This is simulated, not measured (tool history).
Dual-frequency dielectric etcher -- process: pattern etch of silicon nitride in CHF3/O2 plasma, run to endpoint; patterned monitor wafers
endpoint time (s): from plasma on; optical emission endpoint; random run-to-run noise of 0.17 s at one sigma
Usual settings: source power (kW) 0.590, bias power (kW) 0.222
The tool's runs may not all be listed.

run	hour	source power (kW)	bias power (kW)	wafers since the last listed run	hours since the last wet clean	hours since the last source power generator calibration	hours since the last bias power generator calibration	hours since the last upper electrode change	incoming incoming film thickness, nm	endpoint time (s)
1	0.0	0.590	0.222	0	154.9	629.1	1346.0	1895.8	80.9	52.3
2	55.9	0.590	0.222	419	210.8	685.0	1401.9	1951.7	79.9	51.4
3	110.6	0.590	0.222	410	265.5	739.7	1456.6	2006.4	79.7	51.1
4	167.8	0.590	0.222	429	322.7	796.9	1513.8	2063.6	79.7	51.3
5	229.0	0.590	0.222	459	383.9	858.1	1575.0	2124.8	79.8	51.3
6	296.6	0.590	0.222	507	451.5	925.7	1642.6	2192.4	80.1	51.6
7	338.9	0.590	0.222	317	493.8	968.0	1684.9	2234.7	80.5	51.8
# hour 428.0: wet clean of the chamber
8	437.7	0.690	0.237	561	9.7	1066.8	1783.7	2333.5	79.5	45.8
9	474.3	0.690	0.237	274	46.3	1103.4	1820.3	2370.1	79.3	45.6
10	529.4	0.590	0.261	413	101.4	1158.5	1875.4	2425.2	80.4	48.5
11	576.5	0.590	0.222	353	148.5	1205.6	1922.5	2472.3	80.5	51.9
12	624.2	0.590	0.222	357	196.2	1253.3	1970.2	2520.0	79.1	50.9
# hour 745.2: bias power generator calibrated
13	807.7	0.590	0.222	1346	379.7	1436.8	62.5	2703.5	79.8	50.5
14	873.5	0.590	0.210	493	445.5	1502.6	128.3	2769.3	79.8	51.9
15	903.0	0.590	0.210	221	475.0	1532.1	157.8	2798.8	80.0	52.2
# hour 956.7: upper electrode replaced
# hour 989.7: wet clean of the chamber
16	990.2	0.590	0.222	294	0.5	1619.3	245.0	33.5	79.5	50.4
17	995.2	0.460	0.270	37	5.5	1624.3	250.0	38.5	79.9	54.4
18	1031.8	0.690	0.172	274	42.1	1660.9	286.6	75.1	79.7	51.5
# hour 1073.0: bias power generator calibrated, repeated, since the last time left the tool worse
19	1102.8	0.500	0.222	502	113.1	1731.9	29.8	146.1	80.3	57.8
# hour 1139.3: source power generator calibrated
20	1171.2	0.660	0.246	483	181.5	31.9	98.2	214.5	79.4	46.6
21	1212.8	0.630	0.186	312	223.1	73.5	139.8	256.1	79.7	53.4
22	1248.5	0.440	0.178	267	258.8	109.2	175.5	291.8	79.0	67.2
23	1303.6	0.590	0.272	413	313.9	164.3	230.6	346.9	79.4	47.4
24	1373.9	0.590	0.254	527	384.2	234.6	300.9	417.2	80.1	49.1
# hour 1441.1: wet clean of the chamber
25	1441.6	0.470	0.181	327	0.5	302.3	368.6	484.9	79.9	64.6
26	1485.2	0.530	0.177	327	44.1	345.9	412.2	528.5	79.9	60.2
27	1537.4	0.660	0.247	391	96.3	398.1	464.4	580.7	80.5	47.1
28	1594.9	0.590	0.222	431	153.8	455.6	521.9	638.2	79.3	51.3
29	1632.7	0.590	0.222	283	191.6	493.4	559.7	676.0	79.8	52.0
30	1684.3	0.440	0.178	387	243.2	545.0	611.3	727.6	79.5	67.9

Hidden state at the last listed run before each entry between runs and at the first one after, where it differs:
In the gap between runs 7 and 8: wet clean of the chamber (hour 428.0)
  bias power that arrives over what is set, %: 3.32 -> 3.36
  measured value less the no-hidden-state value, endpoint time (s): -0.7 -> -0.7
In the gap between runs 12 and 13: bias power generator calibrated (hour 745.2)
  bias power that arrives over what is set, %: 3.42 -> 5.55
  measured value less the no-hidden-state value, endpoint time (s): -0.7 -> -1.1
In the gap between runs 15 and 16: upper electrode replaced (hour 956.7); wet clean of the chamber (hour 989.7)
  bias power that arrives over what is set, %: 5.94 -> 6.25
  measured value less the no-hidden-state value, endpoint time (s): -1.2 -> -1.3
In the gap between runs 18 and 19: bias power generator calibrated, repeated, since the last time left the tool worse (hour 1073.0)
  bias power that arrives over what is set, %: 6.38 -> 0.22
  measured value less the no-hidden-state value, endpoint time (s): -1.2 -> +0.0
In the gap between runs 19 and 20: source power generator calibrated (hour 1139.3)
  bias power that arrives over what is set, %: 0.22 -> 0.515
  measured value less the no-hidden-state value, endpoint time (s): +0.0 -> -0.1
In the gap between runs 24 and 25: wet clean of the chamber (hour 1441.1)
  bias power that arrives over what is set, %: 1.24 -> 1.44
  measured value less the no-hidden-state value, endpoint time (s): -0.2 -> -0.3

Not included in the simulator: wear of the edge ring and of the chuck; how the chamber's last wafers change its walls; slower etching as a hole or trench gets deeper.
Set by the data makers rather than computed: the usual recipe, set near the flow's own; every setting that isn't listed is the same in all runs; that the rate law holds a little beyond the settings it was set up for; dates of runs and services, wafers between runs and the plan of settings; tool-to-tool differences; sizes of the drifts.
